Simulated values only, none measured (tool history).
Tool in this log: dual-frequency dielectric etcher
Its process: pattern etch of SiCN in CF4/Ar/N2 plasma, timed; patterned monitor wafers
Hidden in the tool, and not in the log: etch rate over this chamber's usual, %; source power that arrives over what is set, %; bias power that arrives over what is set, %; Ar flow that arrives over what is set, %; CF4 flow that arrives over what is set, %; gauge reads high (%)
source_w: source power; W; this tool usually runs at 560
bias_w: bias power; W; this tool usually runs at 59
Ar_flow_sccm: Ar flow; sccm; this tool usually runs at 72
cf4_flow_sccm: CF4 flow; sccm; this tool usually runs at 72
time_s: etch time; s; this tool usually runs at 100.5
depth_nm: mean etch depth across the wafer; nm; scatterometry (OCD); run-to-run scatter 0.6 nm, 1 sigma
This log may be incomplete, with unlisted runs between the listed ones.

run,day,source_w,bias_w,Ar_flow_sccm,cf4_flow_sccm,time_s,wafers since the last listed run,hours since the last wet clean,hours since the last source power generator calibration,hours since the last bias power generator calibration,hours since the last Ar flow controller change,hours since the last CF4 flow controller change,hours since the last upper electrode change,hours since the gauge calibration,"read-back reference wafer on the same gauge, depth_nm",depth_nm
1,0,450,59,72,72,100.5,0,439.5,1687.2,2695.6,2000.7,5164.7,5915,64.7,111.1,79.3
2,0.383,450,59,72,72,100.5,71,448.7,1696.4,2704.8,2009.9,5173.9,5924.2,73.9,110.8,79.7
3,1.108,450,59,72,72,100.5,134,466.1,1713.8,2722.2,2027.3,5191.3,5941.6,91.3,111,79.9
4,1.525,560,59,72,72,100.5,77,476.1,1723.8,2732.2,2037.3,5201.3,5951.6,101.3,111.3,100.2
# day 2.262: source power generator calibrated
5,2.283,560,59,72,72,100.5,109,494.3,0.5,2750.4,2055.5,5219.5,5969.8,119.5,111.3,100.3
6,2.492,560,59,72,72,100.5,38,499.3,5.5,2755.4,2060.5,5224.5,5974.8,124.5,111.1,100.5
# day 3.554: wet clean of the chamber
# day 3.667: upper electrode replaced
7,3.688,560,59,72,72,100.5,15,3.2,34.2,2784.1,2089.2,5253.2,0.5,153.2,111.2,105.7
8,3.7,560,59,72,72,100.5,2,3.5,34.5,2784.4,2089.5,5253.5,0.8,153.5,111.1,105.9
9,3.917,560,59,72,72,100.5,40,8.7,39.7,2789.6,2094.7,5258.7,6,158.7,111,104.3
# day 4.296: bias power generator calibrated
# day 4.362: CF4 flow controller replaced
10,4.521,670,59,83,88,100.5,69,23.2,54.2,5.4,2109.2,3.8,20.5,173.2,111,126.6
# day 4.55: gauge calibrated
11,5.067,560,59,72,72,100.5,101,36.3,67.3,18.5,2122.3,16.9,33.6,12.4,111,105.3
12,5.742,560,59,72,72,100.5,125,52.5,83.5,34.7,2138.5,33.1,49.8,28.6,111.2,105.9
13,6.075,520,53,72,72,100.5,61,60.5,91.5,42.7,2146.5,41.1,57.8,36.6,110.9,93.3
14,6.654,490,45,61,72,109.5,107,74.4,105.4,56.6,2160.4,55,71.7,50.5,110.9,92.9
# day 7.112: Ar flow controller replaced
15,7.133,560,59,72,67,129,42,85.9,116.9,68.1,0.5,66.5,83.2,62,111.2,133.2
16,7.392,560,74,64,83,122,48,92.1,123.1,74.3,6.7,72.7,89.4,68.2,111,142.6
17,7.896,560,59,72,72,100.5,93,104.2,135.2,86.4,18.8,84.8,101.5,80.3,111,103.1
18,8.238,560,59,72,72,100.5,63,112.4,143.4,94.6,27,93,109.7,88.5,110.9,104.4
19,8.875,460,59,72,64,100.5,118,127.7,158.7,109.9,42.3,108.3,125,103.8,111.1,82.8
20,9.838,500,59,81,72,100.5,178,150.8,181.8,133,65.4,131.4,148.1,126.9,111.1,89.5

Pick out some run-to-run changes in depth_nm. Of each, how much would a tool without hidden state show as well, from the settings, what came in and chance, and how much is left for the hidden state and any gauge scatter not in both results compared?
Run 3 -> 4: source_w 450 -> 560. depth_nm +20.3 nm: hidden state -1.1, all else +21.4.
Run 6 -> 7: wet clean of the chamber, upper electrode replaced. depth_nm +5.2 nm: hidden state +4.9, all else +0.3.
Run 14 -> 15: source_w 490 -> 560, bias_w 45 -> 59, Ar_flow_sccm 61 -> 72, cf4_flow_sccm 72 -> 67, time_s 109.5 -> 129, Ar flow controller replaced. depth_nm +40.3 nm: hidden state -0.8, all else +41.1.
Run 16 -> 17: bias_w 74 -> 59, Ar_flow_sccm 64 -> 72, cf4_flow_sccm 83 -> 72, time_s 122 -> 100.5. depth_nm -39.5 nm: hidden state +0.5, all else -40.
